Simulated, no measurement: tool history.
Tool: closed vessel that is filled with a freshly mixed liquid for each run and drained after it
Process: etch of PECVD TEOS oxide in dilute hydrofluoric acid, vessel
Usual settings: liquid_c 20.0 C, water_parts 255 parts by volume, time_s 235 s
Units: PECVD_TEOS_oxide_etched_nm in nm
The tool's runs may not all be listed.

| run | hour | liquid_c | water_parts | time_s | wafers since the last listed run | hours since the thermometer was replaced | hours since the hydrofluoric acid flow meter was replaced | hours since the gauge calibration | read-back film thickness of the PECVD TEOS oxide reference wafer, read on the same gauge (nm) | PECVD_TEOS_oxide_etched_nm |
|---|---|---|---|---|---|---|---|---|---|---|
| 1 | 0.0 | 20.0 | 255 | 235 | 0 | 363.8 | 1329.1 | 128.1 | 69.99 | 19.77 |
| 2 | 23.4 | 20.0 | 255 | 235 | 2539 | 387.2 | 1352.5 | 151.5 | 69.97 | 19.61 |
| 3 | 59.3 | 20.0 | 255 | 235 | 3895 | 423.1 | 1388.4 | 187.4 | 70.00 | 19.76 |
| 4 | 78.6 | 20.0 | 255 | 235 | 2094 | 442.4 | 1407.7 | 206.7 | 69.94 | 20.02 |
| 5 | 110.0 | 20.0 | 255 | 235 | 3407 | 473.8 | 1439.1 | 238.1 | 70.00 | 20.03 |
| 6 | 144.2 | 20.0 | 255 | 235 | 3710 | 508.0 | 1473.3 | 272.3 | 69.97 | 19.84 |
| 7 | 167.2 | 21.5 | 215 | 235 | 2495 | 531.0 | 1496.3 | 295.3 | 70.04 | 25.71 |
| 8 | 198.5 | 21.5 | 215 | 235 | 3396 | 562.3 | 1527.6 | 326.6 | 69.96 | 26.12 |
| 9 | 213.6 | 21.5 | 215 | 235 | 1638 | 577.4 | 1542.7 | 341.7 | 70.01 | 25.83 |
| 10 | 241.3 | 20.0 | 255 | 235 | 3005 | 605.1 | 1570.4 | 369.4 | 70.05 | 19.73 |
| 11 | 266.8 | 20.0 | 255 | 235 | 2766 | 630.6 | 1595.9 | 394.9 | 70.01 | 19.82 |
| 12 | 286.8 | 18.5 | 255 | 235 | 2170 | 650.6 | 1615.9 | 414.9 | 70.03 | 18.43 |
| 13 | 306.6 | 20.0 | 255 | 235 | 2148 | 670.4 | 1635.7 | 434.7 | 70.03 | 20.06 |
| 14 | 323.2 | 23.0 | 360 | 235 | 1801 | 687.0 | 1652.3 | 451.3 | 70.05 | 14.20 |
|  | 339.3 | hydrofluoric acid flow meter replaced |
| 15 | 347.1 | 17.0 | 255 | 235 | 2484 | 710.9 | 7.8 | 475.2 | 70.00 | 17.67 |

The next listed run, before its measurement:
| 16 | 429.3 | 20.0 | 255 | 350 | 8919 | 793.1 | 90.0 | 557.4 | ? | ? |

{"run 16": {"read-back film thickness of the PECVD TEOS oxide reference wafer, read on the same gauge (nm)": 70.01, "PECVD_TEOS_oxide_etched_nm": 29.49}}
Without the tool's hidden state the same run would have given PECVD_TEOS_oxide_etched_nm 29.49 nm.

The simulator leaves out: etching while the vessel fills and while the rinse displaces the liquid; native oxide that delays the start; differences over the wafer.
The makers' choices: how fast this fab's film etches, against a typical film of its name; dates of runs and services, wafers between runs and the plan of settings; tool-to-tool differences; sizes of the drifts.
